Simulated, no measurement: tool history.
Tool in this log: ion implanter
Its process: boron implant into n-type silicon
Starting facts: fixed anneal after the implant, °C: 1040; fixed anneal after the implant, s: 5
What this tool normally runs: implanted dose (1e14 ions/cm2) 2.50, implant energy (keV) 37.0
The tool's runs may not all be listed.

run,hour,implanted dose (1e14 ions/cm2),implant energy (keV),"read-back reference wafer on the same gauge, sheet resistance",sheet resistance of the implanted and annealed layer (ohm/square)
1,0.0,2.50,37.0,317.17,332.56
2,14.1,2.50,37.0,316.57,333.82
3,51.2,2.50,37.0,317.09,332.63
4,66.6,2.74,37.0,317.11,310.31
5,81.9,2.50,28.5,317.00,343.64
6,98.1,2.50,28.5,316.95,345.36
7,112.4,2.50,28.5,317.11,344.12
8,129.6,2.50,46.0,317.26,324.13
9,141.3,2.50,43.0,317.30,328.77
10,155.5,2.50,43.0,316.99,327.34
11,200.8,2.50,37.0,316.96,334.51
# hour 212.3: Faraday cup replaced and dose calibrated
12,213.3,2.50,37.0,316.94,322.82
13,225.6,2.50,37.0,317.55,325.59
14,239.7,2.77,37.0,316.91,299.02
15,289.5,2.77,37.0,317.58,298.59
16,300.0,2.50,43.5,317.15,319.24
17,311.2,2.50,27.0,316.87,335.77
18,320.6,2.72,33.0,316.40,309.61
19,328.6,2.50,37.0,317.39,325.89
# hour 346.5: extraction supply calibrated
20,347.0,2.82,44.0,317.44,290.32
21,358.6,2.95,41.0,316.66,283.14
22,372.4,2.02,44.0,317.29,374.87
# hour 377.5: gauge calibrated
23,381.4,2.88,45.5,317.17,283.77
24,397.9,3.11,28.0,317.24,283.17
25,440.2,2.50,28.5,317.33,337.22
26,452.8,2.07,46.5,317.13,366.12
27,465.0,2.50,42.0,317.68,321.75
28,479.2,2.50,37.0,316.88,327.61
29,487.7,2.50,37.0,316.67,326.17
30,500.0,3.04,29.5,316.67,286.37
31,510.1,3.08,30.5,317.00,282.25

Some steps in sheet resistance of the implanted and annealed layer (ohm/square) between neighbouring runs. How much of each would the tool show without its hidden state too (settings, what came in, random variation), and how much is left for the hidden state, with any gauge scatter that isn't in both results?
The hidden state here: deviation of the true dose from the Faraday cup's reading, %; deviation of the true energy from its setpoint, %; gauge reads high (%).
Run 4 -> 5: implanted dose (1e14 ions/cm2) 2.74 -> 2.50, implant energy (keV) 37.0 -> 28.5. sheet resistance of the implanted and annealed layer (ohm/square) +33.33: hidden state +1.29, all else +32.04.
Run 7 -> 8: implant energy (keV) 28.5 -> 46.0. sheet resistance of the implanted and annealed layer (ohm/square) -19.99: hidden state -0.87, all else -19.12.
Run 11 -> 12: Faraday cup replaced and dose calibrated. sheet resistance of the implanted and annealed layer (ohm/square) -11.69: hidden state -11.38, all else -0.31.
Run 21 -> 22: implanted dose (1e14 ions/cm2) 2.95 -> 2.02, implant energy (keV) 41.0 -> 44.0. sheet resistance of the implanted and annealed layer (ohm/square) +91.73: hidden state +0.49, all else +91.24.
Run 22 -> 23: implanted dose (1e14 ions/cm2) 2.02 -> 2.88, implant energy (keV) 44.0 -> 45.5, gauge calibrated. sheet resistance of the implanted and annealed layer (ohm/square) -91.10: hidden state -0.32, all else -90.78.
Run 24 -> 25: implanted dose (1e14 ions/cm2) 3.11 -> 2.50, implant energy (keV) 28.0 -> 28.5. sheet resistance of the implanted and annealed layer (ohm/square) +54.05: hidden state +0.71, all else +53.34.

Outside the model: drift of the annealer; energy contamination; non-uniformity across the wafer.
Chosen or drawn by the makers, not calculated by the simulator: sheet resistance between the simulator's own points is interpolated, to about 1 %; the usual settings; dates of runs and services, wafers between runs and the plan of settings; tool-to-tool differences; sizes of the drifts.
